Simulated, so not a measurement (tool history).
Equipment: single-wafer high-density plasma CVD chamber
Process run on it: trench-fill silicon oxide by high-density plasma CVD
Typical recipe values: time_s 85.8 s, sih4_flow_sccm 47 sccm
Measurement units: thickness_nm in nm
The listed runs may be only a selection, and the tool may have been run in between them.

run    hour  time_s  sih4_flow_sccm  read-back reference wafer on the same gauge, thickness_nm  thickness_nm
  1     0.0    92.7              47                                                    310.894       389.355
  2    60.4    81.3              47                                                    309.974       339.271
  3   127.4    81.3              47                                                    309.665       346.167
  4   176.4    81.3              47                                                    310.181       340.446
  5   244.8    85.8              47                                                    308.806       357.445
  6   351.1    85.8              47                                                    309.486       359.651
  7   397.9    85.8              47                                                    310.066       355.025
  8   434.6    85.8              47                                                    309.080       361.649
  9   478.5    85.8              47                                                    309.137       362.099
 10   532.5    85.8              47                                                    309.309       361.021
 11   569.2    85.8              50                                                    308.588       384.322
 12   619.4    85.8              47                                                    309.600       357.652
 13   668.4    85.8              47                                                    308.534       358.907
      681.6  -- gauge calibrated
 14   726.5    85.8              47                                                    316.365       365.347
 15   881.7    85.8              40                                                    314.102       313.325
 16   931.4    82.3              47                                                    314.083       349.223
      963.4  -- silane flow controller replaced
 17   998.4    92.7              47                                                    312.873       396.619
 18  1067.0    78.8              51                                                    312.716       364.079
 19  1136.8   102.8              50                                                    311.186       466.012
 20  1174.7    98.8              53                                                    311.913       472.213
 21  1200.4    85.8              47                                                    311.896       364.804
 22  1265.5    85.8              47                                                    312.211       364.230
 23  1296.3    80.3              38                                                    311.101       275.620
 24  1365.7    97.5              56                                                    311.525       490.816
 25  1393.4   102.5              51                                                    310.847       468.380
 26  1456.4   102.2              47                                                    309.691       428.032
 27  1490.3    85.8              47                                                    310.374       362.701
 28  1547.1   100.0              52                                                    309.870       461.388
 29  1581.8    85.8              40                                                    309.818       306.936
 30  1635.5    73.5              53                                                    309.948       348.520
 31  1693.6    94.0              39                                                    309.265       325.788
 32  1726.7    97.5              56                                                    310.558       488.185
 33  1783.5    69.8              43                                                    309.851       266.011

What the log doesn't show, run by run:
delivered silane flow above the setpoint (%): 0 in every run
H1: gauge reads high (%)
run      H1
  1   -2.24
  2   -2.29
  3   -2.34
  4   -2.37
  5   -2.41
  6   -2.46
  7   -2.48
  8   -2.49
  9   -2.51
 10   -2.52
 11   -2.53
 12   -2.55
 13   -2.56
 14  -0.147
 15  -0.813
 16  -0.986
 17   -1.19
 18   -1.38
 19   -1.54
 20   -1.62
 21   -1.67
 22   -1.78
 23   -1.83
 24   -1.94
 25   -1.97
 26   -2.05
 27   -2.09
 28   -2.14
 29   -2.17
 30   -2.22
 31   -2.26
 32   -2.28
 33   -2.32
